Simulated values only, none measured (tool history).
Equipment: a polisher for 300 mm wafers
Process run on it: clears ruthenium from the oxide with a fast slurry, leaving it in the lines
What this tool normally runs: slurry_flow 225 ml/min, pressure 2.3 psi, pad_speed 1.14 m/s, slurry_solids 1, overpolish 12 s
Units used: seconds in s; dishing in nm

run	hour	slurry_flow	pressure	pad_speed	slurry_solids	overpolish	incoming thickness of the incoming film, nm	seconds	dishing
1	0	195	2.3	1.14	1.15	12	202.8	60	33
# hour 30.5: head pressure recalibrated
2	72.1	195	2.3	1.14	1.15	12	198.1	54.7	34.9
# hour 157.7: worn pad replaced by a new one
3	304.1	205	2.3	1.14	1	12	203.7	62.5	30.7
# hour 360.1: slurry nozzle cleaned
4	361.5	205	2.3	1.14	1	12	199.9	55.4	34.9
5	430.9	225	2.7	1.14	1	12	198.5	48.9	37.6
# hour 510.7: slurry blender recalibrated
# hour 525.8: worn pad replaced by a new one
6	532.1	225	2.7	1.14	1	12	201.2	52	36.4
7	638.2	225	2.3	1.14	1	12	202.8	60.1	32.9
8	692.4	185	2.3	1.14	1	12	196.5	62.4	30.6
9	739.6	185	2.3	1.14	1	12	202.1	64.2	30.7
# hour 743.8: slurry nozzle cleaned
10	786	185	2.3	1.14	1	12	197.2	58.5	32.6
11	880.4	285	2.3	1.14	1	12	199.9	55.4	33.4
12	945.2	285	2.3	1.14	1	12	196.8	57.4	32.9
# hour 966.7: worn pad replaced by a new one
13	994.4	225	2.3	1.14	1	12	200.8	61.4	31.2
# hour 1027.8: slurry blender recalibrated
14	1056.2	225	2.3	1.14	1	12	199.3	62	31.9
# hour 1091.7: slurry nozzle cleaned
15	1103.9	225	2.3	1.14	1	5	199.8	57.6	15.3
16	1194.5	225	2.3	1.14	1	12	199.3	61	31.8
17	1232.8	225	2.3	1.14	1	12	199	60.5	31.8
# hour 1245: head pressure recalibrated
18	1327.8	155	2	1.48	0.8	12	199.7	65.7	30.5
# hour 1408.9: worn pad replaced by a new one
19	1409.4	205	2.3	1.38	1	17	197	51	47.2
20	1444.8	225	2.3	1.14	1	12	197.9	60.3	31.6
21	1503.9	225	2.3	0.84	1.2	12	201.2	75.2	26.3
# hour 1535.7: slurry nozzle cleaned
# hour 1540.9: slurry blender recalibrated
22	1580.1	145	2.7	1.14	1	8	199.1	53.1	24.7
23	1671.9	150	2.7	1.14	0.75	7	196.6	61.2	18.8
24	1737.5	225	2.7	1.14	1	12	200.2	52.3	36.2
# hour 1771.8: worn pad replaced by a new one
25	1814.3	225	2.3	1.14	1	12	200.2	60.2	31.6
26	1903.5	225	2.3	1.14	0.9	17	199.6	64.8	40.5
# hour 1941.3: slurry nozzle cleaned
27	1994.6	300	2.3	1.14	1.3	15	197.3	49.9	44.5

Run 28 comes next. What will it give?
28	2040	200	2.8	1.14	1.1	12	200.6	?	?

{"run 28": {"seconds": 48.2, "dishing": 38.3}}
With no hidden state in the tool, this same run would have given seconds 43.1 s, dishing 42 nm.

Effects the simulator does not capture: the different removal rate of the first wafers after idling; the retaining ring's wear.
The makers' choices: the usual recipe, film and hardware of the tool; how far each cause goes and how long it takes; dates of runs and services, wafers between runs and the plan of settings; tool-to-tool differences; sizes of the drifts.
